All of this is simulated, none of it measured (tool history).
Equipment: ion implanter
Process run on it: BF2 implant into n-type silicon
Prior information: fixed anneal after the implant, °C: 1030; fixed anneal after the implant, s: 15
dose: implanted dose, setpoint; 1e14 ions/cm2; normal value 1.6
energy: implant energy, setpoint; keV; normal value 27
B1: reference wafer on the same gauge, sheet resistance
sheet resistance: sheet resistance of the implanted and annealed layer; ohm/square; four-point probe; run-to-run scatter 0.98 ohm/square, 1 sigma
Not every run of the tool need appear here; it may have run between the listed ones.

run 1 hour=0 | dose=1.6 energy=27 | B1=717.08 | sheet_resistance=624.17
run 2 hour=8.5 | dose=1.6 energy=27 | B1=716.93 | sheet_resistance=623.28
run 3 hour=23.8 | dose=1.6 energy=27 | B1=716.92 | sheet_resistance=623.92
run 4 hour=36.3 | dose=1.31 energy=27 | B1=716.99 | sheet_resistance=736.61
run 5 hour=42.6 | dose=1.6 energy=20 | B1=717.24 | sheet_resistance=647.79
run 6 hour=59.4 | dose=1.6 energy=20 | B1=717.37 | sheet_resistance=646.66
run 7 hour=68.3 | dose=1.6 energy=27 | B1=716.97 | sheet_resistance=623.31
run 8 hour=82.7 | dose=1.74 energy=27 | B1=717.01 | sheet_resistance=581.09
run 9 hour=99.1 | dose=1.6 energy=27 | B1=716.82 | sheet_resistance=622.55
run 10 hour=108.3 | dose=1.6 energy=27 | B1=717.3 | sheet_resistance=622.54
run 11 hour=125.8 | dose=1.6 energy=27 | B1=716.93 | sheet_resistance=624.27
run 12 hour=137.3 | dose=1.21 energy=21 | B1=717.16 | sheet_resistance=815.45
-- hour=140.2 gauge calibrated
run 13 hour=145.3 | dose=1.35 energy=34 | B1=716.98 | sheet_resistance=696.04
run 14 hour=159.9 | dose=1.34 energy=24 | B1=717.05 | sheet_resistance=733.15
run 15 hour=169.3 | dose=1.6 energy=27 | B1=717.06 | sheet_resistance=624.47
run 16 hour=178.2 | dose=1.39 energy=20.5 | B1=717.51 | sheet_resistance=727.26
-- hour=193.2 extraction supply calibrated
run 17 hour=193.7 | dose=1.32 energy=33.5 | B1=717.16 | sheet_resistance=713.33
run 18 hour=194 | dose=1.6 energy=27 | B1=716.83 | sheet_resistance=624.14
-- hour=212.9 Faraday cup replaced and dose calibrated
run 19 hour=240.8 | dose=1.6 energy=18.5 | B1=716.94 | sheet_resistance=681.61
run 20 hour=251.1 | dose=1.6 energy=27 | B1=716.69 | sheet_resistance=651.24
run 21 hour=257.8 | dose=1.74 energy=20 | B1=717.36 | sheet_resistance=630.78
run 22 hour=268.8 | dose=1.41 energy=27 | B1=716.73 | sheet_resistance=722.83

Consider 3 possible next runs. They are alternatives, not a sequence: every one starts from the tool as it was left by run 22. What does each give?
run A hour=269.2 | dose=1.6 energy=34.5 | B1=? | sheet_resistance=?
run B hour=269.2 | dose=2.07 energy=22 | B1=? | sheet_resistance=?
run C hour=269.2 | dose=1.6 energy=24.5 | B1=? | sheet_resistance=?

run=A B1=717.04 sheet_resistance=633.57
run=B B1=717.04 sheet_resistance=538.71
run=C B1=717.04 sheet_resistance=661.08
Take away the tool's hidden state, keep each run's random variation, and the runs would have read:
run=A sheet_resistance=635.47
run=B sheet_resistance=540.39
run=C sheet_resistance=663.11
